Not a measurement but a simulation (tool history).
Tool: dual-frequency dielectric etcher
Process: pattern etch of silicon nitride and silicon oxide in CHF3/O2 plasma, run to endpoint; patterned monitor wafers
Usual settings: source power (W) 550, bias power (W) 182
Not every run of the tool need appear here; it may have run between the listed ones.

run,hour,source power (W),bias power (W),wafers since the last listed run,hours since the last wet clean,hours since the last source power generator calibration,hours since the last bias power generator calibration,hours since the last upper electrode change,"incoming incoming film thickness, nm",endpoint time (s)
1,0,550,161,0,441.5,4399.8,1738,4797.2,290,196.8
2,10.5,460,146,56,452,4410.3,1748.5,4807.7,288.3,213.5
3,24.3,460,146,73,465.8,4424.1,1762.3,4821.5,287.5,215.2
4,30.3,550,212,32,471.8,4430.1,1768.3,4827.5,290.2,177.8
5,39.9,550,212,51,481.4,4439.7,1777.9,4837.1,288.8,176.9
6,55,550,212,80,496.5,4454.8,1793,4852.2,288,176.5
7,63.8,550,201,46,505.3,4463.6,1801.8,4861,286,179.3
8,81,550,200,91,522.5,4480.8,1819,4878.2,284.5,177.5
9,94.2,550,182,70,535.7,4494,1832.2,4891.4,289.1,186.7
10,110.9,550,182,89,552.4,4510.7,1848.9,4908.1,285.2,185
# hour 143.2: bias power generator calibrated
# hour 145.8: upper electrode replaced
11,146.3,550,182,153,587.8,4546.1,3.1,0.5,287.4,185
12,146.7,550,182,2,588.2,4546.5,3.5,0.9,287.2,184.6
13,152.2,660,182,29,593.7,4552,9,6.4,290.5,176.3
14,162.4,660,137,54,603.9,4562.2,19.2,16.6,288.7,191.4
15,172.1,460,144,51,613.6,4571.9,28.9,26.3,289.9,214.7
# hour 193.3: source power generator calibrated
# hour 198.3: wet clean of the chamber
16,198.8,550,182,94,0.5,5.5,55.6,53,288.3,194.8
17,199.1,550,143,1,0.8,5.8,55.9,53.3,286.8,210
18,199.5,470,150,2,1.2,6.2,56.3,53.7,288.8,219.5
19,206.3,490,197,36,8,13,63.1,60.5,289.7,198
20,223.8,500,227,93,25.5,30.5,80.6,78,288.1,185.1
21,237.8,490,197,74,39.5,44.5,94.6,92,286.4,194.7
22,254.6,410,222,89,56.3,61.3,111.4,108.8,290,199.2
23,269.2,550,207,77,70.9,75.9,126,123.4,293.1,187.5
24,289,550,182,105,90.7,95.7,145.8,143.2,286.8,192.4

Below are 3 alternative next runs, each starting from the tool's condition after run 24. Predict each:
A,289.5,550,182,2,91.2,96.2,146.3,143.7,289.3,?
B,289.5,490,162,2,91.2,96.2,146.3,143.7,289.3,?
C,289.5,440,182,2,91.2,96.2,146.3,143.7,289.3,?

run,endpoint time (s)
A,193.2
B,209.1
C,208.1
What these runs would have given with no unlogged condition in the tool:
run,endpoint time (s)
A,194.3
B,210.3
C,209.3
